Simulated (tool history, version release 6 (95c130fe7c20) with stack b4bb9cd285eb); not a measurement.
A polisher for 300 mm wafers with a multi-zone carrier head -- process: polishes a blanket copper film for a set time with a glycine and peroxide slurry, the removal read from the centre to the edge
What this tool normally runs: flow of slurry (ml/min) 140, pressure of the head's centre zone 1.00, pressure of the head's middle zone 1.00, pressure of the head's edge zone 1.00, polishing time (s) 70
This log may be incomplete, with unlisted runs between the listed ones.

run   hour  flow of slurry (ml/min)  pressure of the head's centre zone  pressure of the head's middle zone  pressure of the head's edge zone  polishing time (s)  incoming thickness of the incoming film, nm  film removed at the wafer's centre (Å)  film removed at mid-radius (Å)  film removed at the wafer's edge (Å)
  1    0.0                      110                                1.00                                1.00                              1.07                  70                                       2033.1                                    2819                            3007                                  3097
  2   38.2                      140                                1.08                                1.00                              1.00                  70                                       2095.8                                    3180                            3175                                  3093
      49.7  -- carrier head's membrane replaced by a new one
  3   65.5                      140                                1.00                                1.00                              1.00                  70                                       2064.4                                    2956                            3222                                  3134
      81.5  -- centre zone pressure recalibrated
  4   93.4                      115                                1.06                                1.00                              0.93                  70                                       2090.6                                    3153                            2969                                  2909
  5  153.0                      140                                1.00                                1.00                              1.00                  70                                       2055.8                                    3144                            3160                                  3147
  6  195.5                      140                                1.00                                1.00                              0.91                  48                                       2092.0                                    2173                            2142                                  2036
  7  232.4                      140                                0.91                                1.00                              1.00                  82                                       2068.7                                    3454                            3579                                  3680
     260.5  -- edge zone pressure recalibrated
  8  267.9                      100                                0.92                                0.93                              1.00                  88                                       2071.4                                    3328                            3401                                  3666
  9  303.1                      140                                1.00                                1.00                              1.00                  70                                       2077.8                                    3127                            3056                                  3036
 10  332.3                      140                                1.07                                1.00                              1.00                  70                                       2071.5                                    3296                            3135                                  3179
     338.8  -- worn pad replaced by a new one
     366.8  -- slurry nozzle cleaned
 11  367.9                      140                                1.05                                1.00                              0.95                  70                                       2068.3                                    3446                            3197                                  3078
 12  404.5                      140                                0.88                                1.00                              1.00                  50                                       2059.8                                    2073                            2279                                  2251
 13  428.9                      140                                1.11                                1.11                              1.00                  63                                       2068.8                                    3164                            3125                                  2763
 14  461.0                      140                                1.00                                0.89                              1.00                  70                                       2053.4                                    3241                            2978                                  3162
 15  491.7                      140                                1.09                                1.00                              0.95                  70                                       2064.5                                    3434                            3139                                  3055
 16  524.1                      140                                1.00                                1.00                              1.00                  70                                       2087.9                                    3191                            3175                                  3150
 17  569.5                      175                                1.00                                1.00                              1.00                  63                                       2057.1                                    2975                            2887                                  2945

Expected results for the next run?
 18  638.5                      140                                1.09                                1.00                              1.04                  70                                       2068.4                                       ?                               ?                                     ?

film removed at the wafer's centre (Å): 3369
film removed at mid-radius (Å): 3113
film removed at the wafer's edge (Å): 3181
Had the tool carried no hidden state, the very same run would have given film removed at the wafer's centre (Å) 3559, film removed at mid-radius (Å) 3202, film removed at the wafer's edge (Å) 3246.
